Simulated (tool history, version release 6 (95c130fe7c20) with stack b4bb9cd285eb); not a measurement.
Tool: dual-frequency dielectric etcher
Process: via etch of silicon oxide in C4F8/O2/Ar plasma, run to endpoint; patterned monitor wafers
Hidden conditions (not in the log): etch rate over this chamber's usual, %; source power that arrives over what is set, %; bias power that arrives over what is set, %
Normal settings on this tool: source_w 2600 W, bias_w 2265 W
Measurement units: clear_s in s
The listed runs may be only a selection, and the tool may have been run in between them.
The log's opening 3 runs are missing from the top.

| run | hour | source_w | bias_w | wafers since the last listed run | hours since the last wet clean | hours since the last source power generator calibration | hours since the last bias power generator calibration | hours since the last upper electrode change | incoming incoming film thickness, nm | clear_s |
|---|---|---|---|---|---|---|---|---|---|---|
| 4 | 141.7 | 2600 | 2265 | 194 | 587.1 | 3390.5 | 3527.9 | 2439.5 | 913.7 | 157.3 |
| 5 | 217.4 | 2600 | 2265 | 377 | 662.8 | 3466.2 | 3603.6 | 2515.2 | 914.8 | 157.5 |
| 6 | 285 | 2600 | 2265 | 337 | 730.4 | 3533.8 | 3671.2 | 2582.8 | 914.4 | 157 |
|  | 371.7 | wet clean of the chamber |
| 7 | 372.2 | 3010 | 2265 | 315 | 0.5 | 3621 | 3758.4 | 2670 | 910.6 | 143.4 |
|  | 477.6 | upper electrode replaced |
| 8 | 676.7 | 3010 | 2265 | 1400 | 305 | 3925.5 | 4062.9 | 199.1 | 919.4 | 146.4 |
| 9 | 777 | 3010 | 2265 | 500 | 405.3 | 4025.8 | 4163.2 | 299.4 | 914 | 144.7 |
|  | 827.8 | source power generator calibrated |
| 10 | 878.8 | 2600 | 2535 | 488 | 507.1 | 51 | 4265 | 401.2 | 908.3 | 152.6 |
| 11 | 968.7 | 2600 | 2535 | 448 | 597 | 140.9 | 4354.9 | 491.1 | 908.1 | 151.8 |
| 12 | 1074.1 | 2600 | 2265 | 526 | 702.4 | 246.3 | 4460.3 | 596.5 | 907.5 | 155.5 |
|  | 1098.9 | wet clean of the chamber |
| 13 | 1179.6 | 3040 | 2046 | 406 | 80.7 | 351.8 | 4565.8 | 702 | 906.1 | 145 |
| 14 | 1267.9 | 2600 | 2265 | 440 | 169 | 440.1 | 4654.1 | 790.3 | 908.3 | 155.6 |
| 15 | 1591.4 | 2130 | 2670 | 1615 | 492.5 | 763.6 | 4977.6 | 1113.8 | 913.3 | 169.4 |
| 16 | 1656.5 | 2600 | 2265 | 325 | 557.6 | 828.7 | 5042.7 | 1178.9 | 915.9 | 159 |
| 17 | 1735.2 | 2080 | 1776 | 392 | 636.3 | 907.4 | 5121.4 | 1257.6 | 918.7 | 189.6 |
|  | 1831.9 | wet clean of the chamber |
| 18 | 1832.4 | 2600 | 2265 | 365 | 0.5 | 1004.6 | 5218.6 | 1354.8 | 912.8 | 156.2 |

Run 19 has not been measured yet. What should we expect?
| 19 | 1866.8 | 2900 | 2423 | 171 | 34.9 | 1039 | 5253 | 1389.2 | 909.8 | ? |

{"run 19": {"clear_s": 144.5}}
Without the tool's hidden state the same run would have given clear_s 144.5 s.
